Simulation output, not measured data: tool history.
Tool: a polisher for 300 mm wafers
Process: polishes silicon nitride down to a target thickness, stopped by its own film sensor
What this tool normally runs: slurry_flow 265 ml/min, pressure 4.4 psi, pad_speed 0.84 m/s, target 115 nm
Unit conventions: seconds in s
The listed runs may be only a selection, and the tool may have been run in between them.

run	hour	slurry_flow	pressure	pad_speed	target	incoming thickness of the incoming film, nm	seconds
1	0	265	4.4	0.84	115	272.9	94.1
2	105	265	4.4	0.84	115	271	94.4
3	177.9	265	4.4	0.84	115	270.9	92.9
# hour 215.9: slurry nozzle cleaned
4	281.3	265	4.4	0.84	115	267.9	92.1
# hour 344.2: worn pad replaced by a new one
5	371.9	265	4.4	0.84	115	265.2	89.9
6	441.6	265	4.4	0.84	115	268.7	92.2
7	530.8	265	4.4	0.84	115	266.9	93.1
# hour 691: head pressure recalibrated
# hour 693.3: slurry nozzle cleaned
8	741.6	265	4.4	0.84	115	270.6	94.1
9	822.9	265	4.4	0.84	115	269	91.8
# hour 875.8: worn pad replaced by a new one
10	884.6	265	4.4	0.84	115	269.3	94.4
11	978.2	265	4.4	0.94	115	268.1	83.2
12	1049.4	265	4.4	0.84	115	266.5	91.9
13	1112.5	265	4.4	0.84	115	267.9	91.4
# hour 1204.4: slurry nozzle cleaned
14	1267.3	265	4.4	0.84	115	264	89.4
15	1307	265	4.4	0.84	115	268.2	91.7
# hour 1314.6: worn pad replaced by a new one
16	1346.5	265	4.4	0.84	115	266.2	90.8
17	1403.9	265	4.4	0.84	115	271.8	92.5
18	1565	265	4.4	0.84	83	272	115.1
19	1644.9	320	3.9	0.74	115	272.5	113.1
20	1717.4	265	4.4	0.84	115	272.6	94.6
# hour 1750.5: worn pad replaced by a new one
# hour 1752.3: slurry nozzle cleaned
# hour 1790.4: head pressure recalibrated
21	1798.6	360	4.4	1.12	69	269.3	93
22	1850.7	265	4.4	0.84	115	266.5	89.2
23	1889.2	320	5.3	0.84	115	267.9	80.6
24	1956.4	200	4.4	0.84	136	270.5	83.7
25	2020.3	345	3.2	0.84	115	268.5	109.3
26	2083.7	265	4.4	0.84	165	266.2	60.6
27	2139.6	265	4.4	0.84	115	268.4	92.7
# hour 2190.4: slurry nozzle cleaned
# hour 2240.9: worn pad replaced by a new one
28	2245.8	265	4.4	0.72	138	272.2	91.5
29	2286.1	265	4.4	1.02	115	269.1	79.2
30	2387.2	265	4.4	0.84	115	266.7	90.1
31	2437	295	4.4	0.68	115	270.9	106.9
32	2504	265	4.4	0.66	70	269.3	146.9
33	2557.5	235	4.4	0.84	115	268.8	93.9

Exercise: give the hidden state of the tool at every run:
removal rate lost through wear of the pad, %: 0 in every run
slurry flow missing at the pad, %: 0 in every run
deviation of the head's pressure from its setpoint, %: 0 in every run
